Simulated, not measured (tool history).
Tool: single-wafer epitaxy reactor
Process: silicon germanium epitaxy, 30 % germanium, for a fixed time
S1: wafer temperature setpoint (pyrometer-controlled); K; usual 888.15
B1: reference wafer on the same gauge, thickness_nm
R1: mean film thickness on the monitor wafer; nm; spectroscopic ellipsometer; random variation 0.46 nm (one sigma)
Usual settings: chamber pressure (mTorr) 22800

{"run": 1, "hour": 0.0, "S1": 888.15, "chamber pressure (mTorr)": 22800, "B1": 78.029, "R1": 79.911}
{"run": 2, "hour": 94.6, "S1": 888.15, "chamber pressure (mTorr)": 22800, "B1": 78.076, "R1": 77.935}
{"run": 3, "hour": 172.9, "S1": 888.15, "chamber pressure (mTorr)": 22800, "B1": 77.882, "R1": 78.618}
{"run": 4, "hour": 214.4, "S1": 888.15, "chamber pressure (mTorr)": 22800, "B1": 77.94, "R1": 78.588}
{"run": 5, "hour": 295.6, "S1": 885.15, "chamber pressure (mTorr)": 24100, "B1": 78.15, "R1": 75.852}
{"run": 6, "hour": 396.7, "S1": 885.15, "chamber pressure (mTorr)": 24100, "B1": 77.988, "R1": 75.524}
{"run": 7, "hour": 690.5, "S1": 885.15, "chamber pressure (mTorr)": 24100, "B1": 78.083, "R1": 75.439}
{"run": 8, "hour": 769.3, "S1": 879.15, "chamber pressure (mTorr)": 22800, "B1": 78.041, "R1": 65.542}
{"run": 9, "hour": 848.2, "S1": 879.15, "chamber pressure (mTorr)": 22800, "B1": 77.937, "R1": 65.173}
{"run": 10, "hour": 954.9, "S1": 873.15, "chamber pressure (mTorr)": 26900, "B1": 77.876, "R1": 60.406}
{"run": 11, "hour": 1002.1, "S1": 878.15, "chamber pressure (mTorr)": 18600, "B1": 78.086, "R1": 59.907}
{"run": 12, "hour": 1094.1, "S1": 900.15, "chamber pressure (mTorr)": 20000, "B1": 78.152, "R1": 96.536}
{"run": 13, "hour": 1194.2, "S1": 893.15, "chamber pressure (mTorr)": 27000, "B1": 78.103, "R1": 90.936}
{"run": 14, "hour": 1258.5, "S1": 893.15, "chamber pressure (mTorr)": 26000, "B1": 78.037, "R1": 90.584}
{"run": 15, "hour": 1314.6, "S1": 894.15, "chamber pressure (mTorr)": 22800, "B1": 77.925, "R1": 89.36}
{"run": 16, "hour": 1420.2, "S1": 873.15, "chamber pressure (mTorr)": 26900, "B1": 78.013, "R1": 60.759}
{"run": 17, "hour": 1483.7, "S1": 888.15, "chamber pressure (mTorr)": 22800, "B1": 77.943, "R1": 78.427}
{"run": 18, "hour": 1577.0, "S1": 888.15, "chamber pressure (mTorr)": 22800, "B1": 77.933, "R1": 78.519}

Not shown: 4 entries that the log had between the listed runs. Between which runs, and how does the tool's hidden state differ before and after?
Between runs 6 and 7: pyrometer calibrated (hour 484.1)
  true pressure above the setpoint (%): -3.15 -> -5.04
  measured less the result without the state, R1: -0.656 -> -1.059 nm
Between runs 7 and 8: gauge calibrated (hour 727.5); showerhead replaced (hour 765.7)
  true pressure above the setpoint (%): -5.04 -> -5.54
  measured less the result without the state, R1: -1.059 -> -1.014 nm
Between runs 11 and 12: capacitance manometer re-zeroed and calibrated (hour 1083.3)
  true pressure above the setpoint (%): -7.04 -> -0.186
  measured less the result without the state, R1: -1.186 -> -0.049 nm

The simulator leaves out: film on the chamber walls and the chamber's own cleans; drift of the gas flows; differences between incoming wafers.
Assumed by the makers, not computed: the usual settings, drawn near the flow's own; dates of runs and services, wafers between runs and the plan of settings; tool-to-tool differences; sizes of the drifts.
